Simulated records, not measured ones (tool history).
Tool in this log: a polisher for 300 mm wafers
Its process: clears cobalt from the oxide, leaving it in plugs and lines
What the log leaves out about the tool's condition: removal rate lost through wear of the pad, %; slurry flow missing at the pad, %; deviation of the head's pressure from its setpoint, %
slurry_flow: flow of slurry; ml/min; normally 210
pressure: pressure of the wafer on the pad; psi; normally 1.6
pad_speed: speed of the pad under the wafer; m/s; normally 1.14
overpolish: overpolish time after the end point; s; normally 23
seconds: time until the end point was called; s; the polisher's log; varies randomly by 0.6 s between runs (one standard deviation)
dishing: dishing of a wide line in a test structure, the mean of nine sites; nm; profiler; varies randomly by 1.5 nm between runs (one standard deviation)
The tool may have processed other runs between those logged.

run     day  slurry_flow  pressure  pad_speed  overpolish  wafers since the last listed run  wafers polished on this pad  hours since the slurry nozzle was cleaned  hours since the head pressure was calibrated  incoming thickness of the incoming film, nm  seconds  dishing
  1   0.000          210       1.6       1.14          23                                 0                         1623                                      734.2                                         165.4                                        265.4     64.7     62.4
  2   1.833          210       1.3       1.14          23                               371                         1994                                      778.2                                         209.4                                        267.7     80.2     56.1
      2.017  -- slurry nozzle cleaned
  3   2.846          210       1.3       1.14          23                               196                         2191                                       19.9                                         233.7                                        270.3     80.4     54.0
  4   5.004          210       1.6       1.14          23                               437                         2628                                       71.7                                         285.5                                        266.2     65.1     59.1
  5   7.192          210       1.6       1.14          23                               443                         3072                                      124.2                                         338.0                                        268.0     64.9     63.3
      7.471  -- worn pad replaced by a new one
  6   8.238          210       1.6       1.14          23                               178                          155                                      149.3                                         363.1                                        269.9     65.5     61.7
  7  10.446          210       1.6       1.14          23                               447                          603                                      202.3                                         416.1                                        269.8     65.1     59.4
  8  12.554          210       1.6       1.14          23                               427                         1030                                      252.9                                         466.7                                        266.8     65.3     60.6
  9  15.525          210       1.6       1.14          23                               602                         1632                                      324.2                                         538.0                                        270.4     65.9     61.8
 10  17.121          210       1.6       1.14          23                               323                         1956                                      362.5                                         576.3                                        270.0     66.0     63.7
 11  18.283          210       1.6       1.22          23                               235                         2191                                      390.4                                         604.2                                        269.2     61.3     63.5
 12  20.938          210       1.3       0.84          23                               537                         2729                                      454.1                                         667.9                                        270.9    109.3     45.1
 13  22.879          235       2.1       0.78          17                               393                         3123                                      500.7                                         714.5                                        265.3     70.4     49.2
 14  24.888          210       1.6       1.46          13                               407                         3530                                      548.9                                         762.7                                        272.7     52.2     51.2
     26.167  -- worn pad replaced by a new one
 15  26.188          210       1.6       1.38          28                               229                            4                                      580.1                                         793.9                                        275.8     55.5     69.3
 16  27.450          210       1.6       1.14          33                               255                          260                                      610.4                                         824.2                                        270.6     64.6     71.0
 17  29.983          210       1.6       1.14          23                               513                          773                                      671.2                                         885.0                                        268.6     65.1     58.1
 18  32.804          210       1.3       1.14          12                               571                         1345                                      738.9                                         952.7                                        272.4     81.4     34.8
     33.883  -- slurry nozzle cleaned
 19  34.775          210       1.6       1.28          23                               391                         1736                                       21.4                                        1000.0                                        267.9     58.0     63.3
 20  37.350          210       1.6       1.14          23                               521                         2258                                       83.2                                        1061.8                                        272.6     65.6     62.7
 21  39.167          175       1.4       1.14          23                               368                         2626                                      126.8                                        1105.4                                        272.7     76.9     57.2
     40.888  -- head pressure recalibrated
 22  41.517          210       1.6       1.14          13                               459                         3086                                      183.2                                          15.1                                        273.0     65.5     42.2
     42.762  -- worn pad replaced by a new one
 23  43.088          210       1.8       1.14          15                               284                           65                                      220.9                                          52.8                                        275.5     59.6     50.9
 24  44.675          210       1.6       1.14          23                               321                          387                                      259.0                                          90.9                                        269.2     65.9     58.5
 25  47.038          210       1.1       1.32          18                               478                          866                                      315.7                                         147.6                                        267.3     82.2     46.2
 26  48.117          165       1.8       1.14          32                               218                         1085                                      341.6                                         173.5                                        270.8     61.0     73.2
 27  50.946          210       1.6       1.14          23                               573                         1658                                      409.5                                         241.4                                        270.9     65.8     59.8
 28  52.717          210       1.6       1.14          34                               358                         2017                                      452.0                                         283.9                                        274.3     67.5     75.9
 29  55.146          210       1.6       1.40          23                               492                         2510                                      510.3                                         342.2                                        273.4     53.7     67.4
 30  56.246          210       1.4       1.14          31                               222                         2732                                      536.7                                         368.6                                        267.9     74.1     69.0
 31  57.483          210       1.6       1.14          23                               250                         2983                                      566.4                                         398.3                                        267.0     65.9     61.6
 32  60.404          210       1.6       1.14          23                               591                         3575                                      636.5                                         468.4                                        275.6     65.9     58.3
     61.667  -- worn pad replaced by a new one
 33  61.942          210       1.4       1.50          36                               277                           56                                      673.4                                         505.3                                        274.6     58.1     78.3
 34  63.483          235       1.6       1.14           9                               312                          368                                      710.4                                         542.3                                        268.6     65.7     33.2
 35  66.150          160       1.4       1.32          28                               540                          909                                      774.4                                         606.3                                        271.8     67.8     63.2

For each run, what was the tool's unlogged condition?
removal rate lost through wear of the pad, %: 0 at every run
slurry flow missing at the pad, %: 0 at every run
deviation of the head's pressure from its setpoint, %: 0 at every run

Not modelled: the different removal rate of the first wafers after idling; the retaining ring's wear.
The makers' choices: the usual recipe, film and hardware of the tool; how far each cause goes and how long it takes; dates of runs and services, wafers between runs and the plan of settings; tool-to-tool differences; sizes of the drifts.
